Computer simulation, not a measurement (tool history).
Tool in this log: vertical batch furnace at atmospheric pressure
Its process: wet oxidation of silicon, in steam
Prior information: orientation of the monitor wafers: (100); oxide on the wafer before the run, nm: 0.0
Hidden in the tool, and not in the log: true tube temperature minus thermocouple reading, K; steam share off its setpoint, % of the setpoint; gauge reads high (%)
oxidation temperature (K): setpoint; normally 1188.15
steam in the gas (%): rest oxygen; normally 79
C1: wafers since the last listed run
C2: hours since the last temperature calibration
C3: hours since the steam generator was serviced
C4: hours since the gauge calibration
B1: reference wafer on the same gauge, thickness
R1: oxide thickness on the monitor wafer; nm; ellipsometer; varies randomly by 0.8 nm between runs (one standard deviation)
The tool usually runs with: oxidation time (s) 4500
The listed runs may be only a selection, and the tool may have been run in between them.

Run 1, hour 0.0: usual settings; C1 0; C2 4106.3; C3 717.8; C4 590.4; B1 192.14. Result: R1 166.45 nm.
Run 2, hour 99.9: usual settings but oxidation temperature (K) 1200.15; C1 879; C2 4206.2; C3 817.7; C4 690.3; B1 192.00. Result: R1 190.41 nm.
Run 3, hour 170.5: usual settings but oxidation temperature (K) 1181.15; C1 621; C2 4276.8; C3 888.3; C4 760.9; B1 192.01. Result: R1 152.94 nm.
Run 4, hour 255.6: usual settings but oxidation temperature (K) 1181.15; C1 749; C2 4361.9; C3 973.4; C4 846.0; B1 191.96. Result: R1 152.50 nm.
Run 5, hour 315.8: usual settings but oxidation temperature (K) 1181.15; C1 529; C2 4422.1; C3 1033.6; C4 906.2; B1 192.16. Result: R1 153.09 nm.
Run 6, hour 383.3: usual settings; C1 594; C2 4489.6; C3 1101.1; C4 973.7; B1 192.04. Result: R1 164.85 nm.
Run 7, hour 458.9: usual settings; C1 665; C2 4565.2; C3 1176.7; C4 1049.3; B1 191.88. Result: R1 165.43 nm.
Run 8, hour 551.1: usual settings; C1 811; C2 4657.4; C3 1268.9; C4 1141.5; B1 191.96. Result: R1 164.08 nm.
At hour 618.4: thermocouples replaced and temperature profile calibrated.
Run 9, hour 652.9: usual settings but oxidation time (s) 5400; C1 684; C2 34.5; C3 1370.7; C4 1243.3; B1 191.94. Result: R1 192.66 nm.
Run 10, hour 722.1: usual settings but oxidation time (s) 5400; C1 609; C2 103.7; C3 1439.9; C4 1312.5; B1 192.01. Result: R1 191.84 nm.
Run 11, hour 763.6: usual settings but oxidation time (s) 5400; C1 365; C2 145.2; C3 1481.4; C4 1354.0; B1 191.89. Result: R1 192.62 nm.
Run 12, hour 847.9: usual settings but oxidation temperature (K) 1172.15; C1 741; C2 229.5; C3 1565.7; C4 1438.3; B1 192.08. Result: R1 133.52 nm.
Run 13, hour 949.0: usual settings but oxidation temperature (K) 1172.15; C1 889; C2 330.6; C3 1666.8; C4 1539.4; B1 192.06. Result: R1 132.07 nm.
Run 14, hour 988.9: usual settings; C1 351; C2 370.5; C3 1706.7; C4 1579.3; B1 191.78. Result: R1 162.97 nm.
Run 15, hour 1034.8: usual settings; C1 403; C2 416.4; C3 1752.6; C4 1625.2; B1 191.94. Result: R1 162.93 nm.
Run 16, hour 1098.0: usual settings but steam in the gas (%) 74; C1 556; C2 479.6; C3 1815.8; C4 1688.4; B1 191.94. Result: R1 152.63 nm.
At hour 1104.9: gauge calibrated.
At hour 1190.7: steam generator serviced.
Run 17, hour 1191.2: usual settings but oxidation temperature (K) 1181.15; C1 609; C2 572.8; C3 0.5; C4 86.3; B1 192.09. Result: R1 143.79 nm.
Run 18, hour 1219.8: usual settings but oxidation temperature (K) 1207.15; C1 251; C2 601.4; C3 29.1; C4 114.9; B1 192.03. Result: R1 193.18 nm.
Run 19, hour 1277.6: usual settings but oxidation temperature (K) 1173.15, oxidation time (s) 3210, steam in the gas (%) 72; C1 508; C2 659.2; C3 86.9; C4 172.7; B1 192.08. Result: R1 86.35 nm.
Run 20, hour 1355.9: usual settings but oxidation temperature (K) 1204.15, oxidation time (s) 5430; C1 689; C2 737.5; C3 165.2; C4 251.0; B1 191.93. Result: R1 219.38 nm.
Run 21, hour 1408.4: usual settings but oxidation temperature (K) 1202.15, oxidation time (s) 2940, steam in the gas (%) 69; C1 462; C2 790.0; C3 217.7; C4 303.5; B1 192.22. Result: R1 111.84 nm.
Run 22, hour 1483.1: usual settings; C1 657; C2 864.7; C3 292.4; C4 378.2; B1 191.95. Result: R1 155.96 nm.
Run 23, hour 1565.3: usual settings but oxidation temperature (K) 1203.15, oxidation time (s) 2430, steam in the gas (%) 86; C1 723; C2 946.9; C3 374.6; C4 460.4; B1 192.10. Result: R1 115.17 nm.
At hour 1618.3: steam generator serviced, repeated, since the last time left the tool worse.
Run 24, hour 1634.5: usual settings; C1 397; C2 1016.1; C3 16.2; C4 529.6; B1 192.02. Result: R1 168.35 nm.
Run 25, hour 1741.3: usual settings but oxidation temperature (K) 1206.15, steam in the gas (%) 72; C1 939; C2 1122.9; C3 123.0; C4 636.4; B1 191.81. Result: R1 190.39 nm.
Run 26, hour 1780.9: usual settings but steam in the gas (%) 85; C1 348; C2 1162.5; C3 162.6; C4 676.0; B1 191.89. Result: R1 179.54 nm.
Run 27, hour 1882.3: usual settings but oxidation temperature (K) 1207.15; C1 892; C2 1263.9; C3 264.0; C4 777.4; B1 192.00. Result: R1 207.96 nm.
Run 28, hour 1973.7: usual settings but oxidation temperature (K) 1171.15; C1 804; C2 1355.3; C3 355.4; C4 868.8; B1 192.04. Result: R1 134.56 nm.

3 ways to go on from here, each from the tool as it stands after run 28. What would each give?
Run A, hour 1978.2: usual settings but oxidation temperature (K) 1206.15; C1 39; C2 1359.8; C3 359.9; C4 873.3; B1 ?. Result: R1 ?.
Run B, hour 1978.2: usual settings but steam in the gas (%) 73; C1 39; C2 1359.8; C3 359.9; C4 873.3; B1 ?. Result: R1 ?.
Run C, hour 1978.2: usual settings but steam in the gas (%) 84; C1 39; C2 1359.8; C3 359.9; C4 873.3; B1 ?. Result: R1 ?.

run      B1      R1
  A  192.03  205.88
  B  192.03  158.26
  C  192.03  178.65
With the hidden condition removed and each run's random variation left untouched, the same runs would have given:
run      R1
  A  208.94
  B  160.73
  C  181.40
